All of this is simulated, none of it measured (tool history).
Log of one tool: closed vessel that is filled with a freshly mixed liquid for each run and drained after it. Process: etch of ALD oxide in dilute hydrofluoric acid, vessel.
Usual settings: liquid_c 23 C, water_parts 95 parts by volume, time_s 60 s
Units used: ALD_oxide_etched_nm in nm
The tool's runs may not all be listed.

run,day,liquid_c,water_parts,time_s,wafers since the last listed run,hours since the thermometer was replaced,hours since the hydrofluoric acid flow meter was replaced,hours since the gauge calibration,"read-back film thickness of the ALD oxide reference wafer, read on the same gauge (nm)",ALD_oxide_etched_nm
1,0,23,110,65,0,432.8,492.8,784.1,79.99,17
# day 0.088: hydrofluoric acid flow meter replaced
2,2.583,23,110,65,7439,494.8,59.9,846.1,80.02,16.86
3,6.058,23,110,65,10171,578.2,143.3,929.5,79.99,16.99
4,8.108,23,60,70,6000,627.4,192.5,978.7,79.98,35.65
5,10.592,23,60,70,7269,687,252.1,1038.3,79.98,35.58
6,14.05,23,60,70,10122,770,335.1,1121.3,79.99,35.28
7,18.071,23,95,60,11769,866.5,431.6,1217.8,80,18.41
# day 19.492: hydrofluoric acid flow meter replaced
8,20.133,23,70,60,5915,916,15.4,1267.3,79.97,25.62
9,23.1,23,70,60,8683,987.2,86.6,1338.5,79.96,25.47
10,26.021,23,70,60,8549,1057.3,156.7,1408.6,80.02,25.65
# day 27.317: thermometer replaced
11,30.288,23,95,60,12367,71.3,259.1,1511,80,18.62
12,33.025,23,95,60,8012,137,324.8,1576.7,80.01,18.49
13,37.479,23,110,60,13037,243.9,431.7,1683.6,79.97,15.74
# day 37.558: hydrofluoric acid flow meter replaced
14,39.129,23,95,45,4707,283.5,37.7,1723.2,80.03,13.9
15,43.329,23,95,60,12293,384.3,138.5,1824,80,18.66
16,46.983,21,70,30,10696,472,226.2,1911.7,80,11.89
17,49.212,21.5,55,85,6525,525.5,279.7,1965.2,80.01,45.02
18,51.858,19.5,80,75,7744,589,343.2,2028.7,79.98,24.33
19,54.654,23,95,45,8183,656.1,410.3,2095.8,80.02,13.77

Run 20 is up next; what results do you expect?
# day 56.517: hydrofluoric acid flow meter replaced
20,57.292,23,95,75,7598,719.4,18.6,2159.1,?,?

{"run 20": {"read-back film thickness of the ALD oxide reference wafer, read on the same gauge (nm)": 79.97, "ALD_oxide_etched_nm": 23.1}}
Were there no unlogged condition in the tool, this run, its random variation unchanged, would have produced ALD_oxide_etched_nm 23.53 nm.
